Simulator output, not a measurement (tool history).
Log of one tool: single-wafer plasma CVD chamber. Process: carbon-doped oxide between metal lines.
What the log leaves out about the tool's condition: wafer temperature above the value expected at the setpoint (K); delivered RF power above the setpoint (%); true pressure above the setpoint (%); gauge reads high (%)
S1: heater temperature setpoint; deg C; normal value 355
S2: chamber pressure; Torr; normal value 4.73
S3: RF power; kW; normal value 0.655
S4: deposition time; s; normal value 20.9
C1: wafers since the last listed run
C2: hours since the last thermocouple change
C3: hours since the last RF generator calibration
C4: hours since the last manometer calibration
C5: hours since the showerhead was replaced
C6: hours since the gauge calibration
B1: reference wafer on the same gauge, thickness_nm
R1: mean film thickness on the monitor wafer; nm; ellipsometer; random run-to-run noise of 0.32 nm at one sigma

Run 1, day 0: usual settings but S2 5.28 Torr, S4 22 s; C1 0; C2 924.7; C3 1480.4; C4 1697.8; C5 2779.4; C6 571.8; B1 129.044. Result: R1 133.935 nm.
Run 2, day 2.262: usual settings but S2 5.28 Torr, S4 22 s; C1 1137; C2 979; C3 1534.7; C4 1752.1; C5 2833.7; C6 626.1; B1 129.023. Result: R1 133.659 nm.
Run 3, day 4.262: usual settings; C1 1005; C2 1027; C3 1582.7; C4 1800.1; C5 2881.7; C6 674.1; B1 129. Result: R1 125.987 nm.
Run 4, day 6.717: usual settings; C1 1234; C2 1085.9; C3 1641.6; C4 1859; C5 2940.6; C6 733; B1 129. Result: R1 125.144 nm.
Run 5, day 8.858: usual settings but S1 361 deg C, S3 0.595 kW; C1 1076; C2 1137.3; C3 1693; C4 1910.4; C5 2992; C6 784.4; B1 129.082. Result: R1 113.082 nm.
Run 6, day 11.496: usual settings but S1 361 deg C, S3 0.595 kW; C1 1326; C2 1200.6; C3 1756.3; C4 1973.7; C5 3055.3; C6 847.7; B1 129.1. Result: R1 113.1 nm.
At day 13.104: RF generator calibrated.
Run 7, day 13.946: usual settings but S1 361 deg C, S3 0.595 kW; C1 1064; C2 1259.4; C3 20.2; C4 2032.5; C5 3114.1; C6 906.5; B1 128.997. Result: R1 116.339 nm.
Run 8, day 15.254: usual settings but S4 18.9 s; C1 657; C2 1290.8; C3 51.6; C4 2063.9; C5 3145.5; C6 937.9; B1 129.074. Result: R1 116.375 nm.
At day 16.662: gauge calibrated.
Run 9, day 17.712: usual settings but S2 3.91 Torr; C1 1236; C2 1349.8; C3 110.6; C4 2122.9; C5 3204.5; C6 25.2; B1 128.992. Result: R1 125.58 nm.
Run 10, day 19.958: usual settings but S4 24.6 s; C1 1129; C2 1403.7; C3 164.5; C4 2176.8; C5 3258.4; C6 79.1; B1 128.887. Result: R1 151.247 nm.
At day 20.838: showerhead replaced.
Run 11, day 22.9: usual settings but S2 3.91 Torr; C1 1311; C2 1474.3; C3 235.1; C4 2247.4; C5 49.5; C6 149.7; B1 128.946. Result: R1 125.857 nm.
Run 12, day 24.867: usual settings but S1 343 deg C, S3 0.75 kW, S4 18.4 s; C1 988; C2 1521.5; C3 282.3; C4 2294.6; C5 96.7; C6 196.9; B1 129.052. Result: R1 132.32 nm.
Run 13, day 27.854: usual settings but S1 349 deg C, S2 5.66 Torr, S4 17.9 s; C1 1502; C2 1593.2; C3 354; C4 2366.3; C5 168.4; C6 268.6; B1 129.027. Result: R1 115.12 nm.
At day 29.983: thermocouple changed; heater temperature recalibrated.
Run 14, day 30.354: usual settings but S1 367 deg C, S2 4.35 Torr, S3 0.69 kW; C1 1089; C2 8.9; C3 414; C4 2426.3; C5 228.4; C6 328.6; B1 129.047. Result: R1 125.4 nm.
At day 31.146: capacitance manometer re-zeroed and calibrated.
Run 15, day 31.767: usual settings but S1 362 deg C, S3 0.72 kW; C1 542; C2 42.8; C3 447.9; C4 14.9; C5 262.3; C6 362.5; B1 129.075. Result: R1 131.989 nm.
Run 16, day 35.375: usual settings; C1 1814; C2 129.4; C3 534.5; C4 101.5; C5 348.9; C6 449.1; B1 128.984. Result: R1 125.776 nm.

Estimate the outcome of run 17 from the log above:
Run 17, day 36.667: usual settings but S1 359 deg C, S2 5.03 Torr, S3 0.58 kW, S4 22 s; C1 649; C2 160.4; C3 565.5; C4 132.5; C5 379.9; C6 480.1; B1 ?. Result: R1 ?.

For run 17 the tool returned B1 129.033, R1 117.977 nm.
Had the tool carried no hidden state, the very same run would have given R1 118.665 nm.

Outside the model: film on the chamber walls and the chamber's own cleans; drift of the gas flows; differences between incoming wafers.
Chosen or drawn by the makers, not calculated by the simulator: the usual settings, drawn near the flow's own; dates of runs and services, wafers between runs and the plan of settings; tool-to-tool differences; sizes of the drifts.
